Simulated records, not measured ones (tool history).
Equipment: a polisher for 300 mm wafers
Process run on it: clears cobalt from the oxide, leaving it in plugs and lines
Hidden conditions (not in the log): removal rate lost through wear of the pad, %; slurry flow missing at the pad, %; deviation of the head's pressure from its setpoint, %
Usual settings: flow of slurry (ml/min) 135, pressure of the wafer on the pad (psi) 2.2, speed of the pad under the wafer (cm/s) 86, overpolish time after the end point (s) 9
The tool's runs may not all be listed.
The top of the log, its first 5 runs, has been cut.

run	hour	flow of slurry (ml/min)	pressure of the wafer on the pad (psi)	speed of the pad under the wafer (cm/s)	overpolish time after the end point (s)	wafers since the last listed run	wafers polished on this pad	hours since the slurry nozzle was cleaned	hours since the head pressure was calibrated	incoming thickness of the incoming film, nm	time until the end point was called (s)	dishing of a wide line in a test structure (angstrom)
# hour 48.1: worn pad replaced by a new one
6	57.6	135	2.2	68	12	134	126	698.1	302.0	249.6	83.6	273
7	75.4	135	2.2	68	12	236	362	715.9	319.8	250.8	82.3	258
8	92.7	135	2.5	86	9	229	592	733.2	337.1	250.5	54.9	272
9	102.1	135	2.5	86	9	124	717	742.6	346.5	249.6	57.8	275
10	114.3	135	2.5	86	9	162	879	754.8	358.7	247.5	55.3	272
11	130.7	135	1.6	86	9	217	1097	771.2	375.1	247.8	88.7	195
12	145.2	165	1.6	86	7	192	1290	785.7	389.6	250.3	85.7	167
# hour 166.5: worn pad replaced by a new one
13	167.0	100	2.8	104	6	236	6	807.5	411.4	245.6	46.5	239
# hour 179.1: head pressure recalibrated
14	188.8	135	2.9	86	9	263	269	829.3	9.7	248.8	49.4	309
15	206.0	135	2.2	86	9	228	498	846.5	26.9	252.3	64.3	258
16	221.9	135	2.8	96	9	211	709	862.4	42.8	254.0	45.4	326
17	237.6	135	2.0	86	12	208	918	878.1	58.5	247.2	69.5	290

Run 18 comes next. What will it give?
# hour 243.5: slurry nozzle cleaned
18	244.0	175	1.9	86	6	71	990	0.5	64.9	246.3	?	?

time until the end point was called (s): 69.7
dishing of a wide line in a test structure (angstrom): 177
Minus the tool's unlogged condition, the same run would have read time until the end point was called (s) 69.7, dishing of a wide line in a test structure (angstrom) 177.
